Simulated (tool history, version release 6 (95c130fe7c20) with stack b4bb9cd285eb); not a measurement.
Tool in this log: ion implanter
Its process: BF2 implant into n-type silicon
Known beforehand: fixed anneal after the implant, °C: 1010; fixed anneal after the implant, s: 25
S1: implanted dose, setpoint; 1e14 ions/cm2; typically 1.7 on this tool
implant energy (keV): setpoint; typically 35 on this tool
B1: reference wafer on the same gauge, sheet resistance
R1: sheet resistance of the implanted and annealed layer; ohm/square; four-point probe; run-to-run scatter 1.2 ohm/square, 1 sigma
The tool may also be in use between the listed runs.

run 1 day=0 | S1=1.55 implant_energy_(keV)=31 | B1=627.87 | R1=654.17
run 2 day=0.738 | S1=1.55 implant_energy_(keV)=31 | B1=627.82 | R1=654.19
run 3 day=1.371 | S1=1.55 implant_energy_(keV)=31 | B1=628.14 | R1=655.21
run 4 day=2.567 | S1=1.47 implant_energy_(keV)=26 | B1=627.8 | R1=699.86
run 5 day=3.688 | S1=1.47 implant_energy_(keV)=26 | B1=627.24 | R1=704.03
run 6 day=4.421 | S1=1.29 implant_energy_(keV)=35 | B1=628.33 | R1=750.34
run 7 day=5.904 | S1=1.29 implant_energy_(keV)=35 | B1=628.36 | R1=749.95
run 8 day=7.133 | S1=1.29 implant_energy_(keV)=35 | B1=627.74 | R1=749.86
run 9 day=7.675 | S1=1.7 implant_energy_(keV)=35 | B1=627.74 | R1=603.49
-- day=8.775 gauge calibrated
-- day=9.1 Faraday cup replaced and dose calibrated
run 10 day=11.967 | S1=1.7 implant_energy_(keV)=35 | B1=628.52 | R1=557.43
-- day=12.404 extraction supply calibrated
run 11 day=12.808 | S1=1.7 implant_energy_(keV)=35 | B1=628.09 | R1=556.97
-- day=13.233 Faraday cup replaced and dose calibrated, repeated, since the last time left the tool worse
run 12 day=13.704 | S1=1.95 implant_energy_(keV)=35 | B1=627.95 | R1=524.18
run 13 day=14.212 | S1=1.94 implant_energy_(keV)=35 | B1=628.27 | R1=525.71
run 14 day=15.558 | S1=1.93 implant_energy_(keV)=46 | B1=627.21 | R1=512.23
run 15 day=16.308 | S1=1.29 implant_energy_(keV)=29.5 | B1=627.81 | R1=749.26
run 16 day=17.267 | S1=1.55 implant_energy_(keV)=31 | B1=628.05 | R1=639.5
run 17 day=18.021 | S1=1.48 implant_energy_(keV)=35 | B1=628.02 | R1=654.25
run 18 day=18.946 | S1=1.7 implant_energy_(keV)=35 | B1=628.28 | R1=586.88
run 19 day=20.388 | S1=1.7 implant_energy_(keV)=45.5 | B1=628.89 | R1=569.37
run 20 day=21.629 | S1=1.55 implant_energy_(keV)=31 | B1=628.26 | R1=639.68
run 21 day=22.162 | S1=2.03 implant_energy_(keV)=26.5 | B1=628.36 | R1=520.1
run 22 day=23.588 | S1=1.48 implant_energy_(keV)=35 | B1=628.82 | R1=653.1

Consider 4 possible next runs. They are alternatives, not a sequence: every one starts from the tool as it was left by run 22. What does each give?
run A day=23.604 | S1=1.7 implant_energy_(keV)=35 | B1=? | R1=?
run B day=23.604 | S1=1.7 implant_energy_(keV)=38.5 | B1=? | R1=?
run C day=23.604 | S1=2.14 implant_energy_(keV)=42.5 | B1=? | R1=?
run D day=23.604 | S1=1.89 implant_energy_(keV)=29.5 | B1=? | R1=?

run=A B1=628.08 R1=586.02
run=B B1=628.08 R1=579.59
run=C B1=628.08 R1=476.08
run=D B1=628.08 R1=547.52
Had the tool no hidden state, the same runs would have come out as:
run=A R1=585.97
run=B R1=579.54
run=C R1=476.04
run=D R1=547.48
